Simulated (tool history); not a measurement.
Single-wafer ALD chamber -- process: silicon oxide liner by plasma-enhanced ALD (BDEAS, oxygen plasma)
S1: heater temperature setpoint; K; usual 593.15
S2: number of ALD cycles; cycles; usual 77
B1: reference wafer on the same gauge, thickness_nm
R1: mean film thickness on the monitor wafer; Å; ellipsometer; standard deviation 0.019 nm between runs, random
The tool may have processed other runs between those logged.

Run 1, hour 0.0: usual settings; B1 8.164. Result: R1 79.12 Å.
At hour 19.5: gauge calibrated.
Run 2, hour 26.9: usual settings; B1 8.019. Result: R1 77.27 Å.
Run 3, hour 43.2: usual settings; B1 8.018. Result: R1 77.43 Å.
Run 4, hour 63.9: usual settings; B1 8.015. Result: R1 77.61 Å.
Run 5, hour 151.0: usual settings; B1 8.023. Result: R1 77.48 Å.
Run 6, hour 173.0: usual settings; B1 8.021. Result: R1 77.09 Å.
Run 7, hour 203.4: usual settings; B1 8.029. Result: R1 77.83 Å.
Run 8, hour 224.3: usual settings; B1 8.027. Result: R1 77.55 Å.
Run 9, hour 254.8: usual settings but S1 585.15 K, S2 70 cycles; B1 8.036. Result: R1 71.48 Å.
Run 10, hour 290.3: usual settings but S1 585.15 K, S2 70 cycles; B1 8.038. Result: R1 71.56 Å.
Run 11, hour 313.5: usual settings but S1 604.15 K; B1 8.042. Result: R1 76.80 Å.
Run 12, hour 331.8: usual settings; B1 8.046. Result: R1 77.69 Å.
Run 13, hour 362.6: usual settings; B1 8.056. Result: R1 77.91 Å.
Run 14, hour 389.5: usual settings; B1 8.063. Result: R1 77.88 Å.
Run 15, hour 402.2: usual settings; B1 8.062. Result: R1 77.74 Å.
Run 16, hour 414.5: usual settings; B1 8.071. Result: R1 77.86 Å.
Run 17, hour 437.2: usual settings; B1 8.073. Result: R1 78.11 Å.
Run 18, hour 462.4: usual settings but S1 584.15 K; B1 8.085. Result: R1 79.10 Å.
Run 19, hour 497.5: usual settings but S1 584.15 K; B1 8.090. Result: R1 79.03 Å.
Run 20, hour 523.3: usual settings but S1 579.15 K, S2 84 cycles; B1 8.096. Result: R1 86.96 Å.
Run 21, hour 538.3: usual settings but S1 578.15 K, S2 67 cycles; B1 8.110. Result: R1 69.54 Å.
Run 22, hour 560.9: usual settings; B1 8.111. Result: R1 78.41 Å.
Run 23, hour 594.4: usual settings but S1 582.15 K; B1 8.128. Result: R1 79.64 Å.
Run 24, hour 615.9: usual settings but S2 84 cycles; B1 8.136. Result: R1 85.63 Å.
At hour 637.9: gauge calibrated.
Run 25, hour 639.8: usual settings but S1 606.15 K; B1 8.013. Result: R1 76.09 Å.
At hour 663.9: thermocouple changed; heater temperature recalibrated.
Run 26, hour 664.4: usual settings but S1 599.15 K, S2 71 cycles; B1 8.017. Result: R1 70.93 Å.
Run 27, hour 678.7: usual settings; B1 8.018. Result: R1 77.71 Å.
Run 28, hour 739.8: usual settings but S1 582.15 K, S2 87 cycles; B1 8.019. Result: R1 88.70 Å.
Run 29, hour 761.0: usual settings; B1 8.025. Result: R1 77.27 Å.
Run 30, hour 787.7: usual settings but S2 70 cycles; B1 8.022. Result: R1 70.44 Å.
Run 31, hour 805.7: usual settings but S2 82 cycles; B1 8.024. Result: R1 82.40 Å.
Run 32, hour 912.0: usual settings but S1 578.15 K, S2 92 cycles; B1 8.041. Result: R1 94.25 Å.
Run 33, hour 937.2: usual settings; B1 8.044. Result: R1 77.70 Å.
Run 34, hour 968.7: usual settings; B1 8.053. Result: R1 77.87 Å.
Run 35, hour 981.7: usual settings but S1 605.15 K, S2 91 cycles; B1 8.054. Result: R1 90.18 Å.
Run 36, hour 1004.5: usual settings but S1 587.15 K, S2 92 cycles; B1 8.055. Result: R1 93.55 Å.
Run 37, hour 1035.9: usual settings but S2 68 cycles; B1 8.071. Result: R1 68.73 Å.
Run 38, hour 1061.5: usual settings; B1 8.076. Result: R1 78.26 Å.

Branching from run 38: 4 alternative next runs. What would each branch give?
Run A, hour 1062.0: usual settings; B1 ?. Result: R1 ?.
Run B, hour 1062.0: usual settings but S1 606.15 K, S2 64 cycles; B1 ?. Result: R1 ?.
Run C, hour 1062.0: usual settings but S1 579.15 K, S2 85 cycles; B1 ?. Result: R1 ?.
Run D, hour 1062.0: usual settings but S2 71 cycles; B1 ?. Result: R1 ?.

run     B1     R1
  A  8.073  77.75
  B  8.073  63.56
  C  8.073  87.35
  D  8.073  71.69
The same runs, with their run-to-run variation unchanged, on a tool lacking any hidden condition would have given:
run     R1
  A  77.12
  B  63.05
  C  86.65
  D  71.12

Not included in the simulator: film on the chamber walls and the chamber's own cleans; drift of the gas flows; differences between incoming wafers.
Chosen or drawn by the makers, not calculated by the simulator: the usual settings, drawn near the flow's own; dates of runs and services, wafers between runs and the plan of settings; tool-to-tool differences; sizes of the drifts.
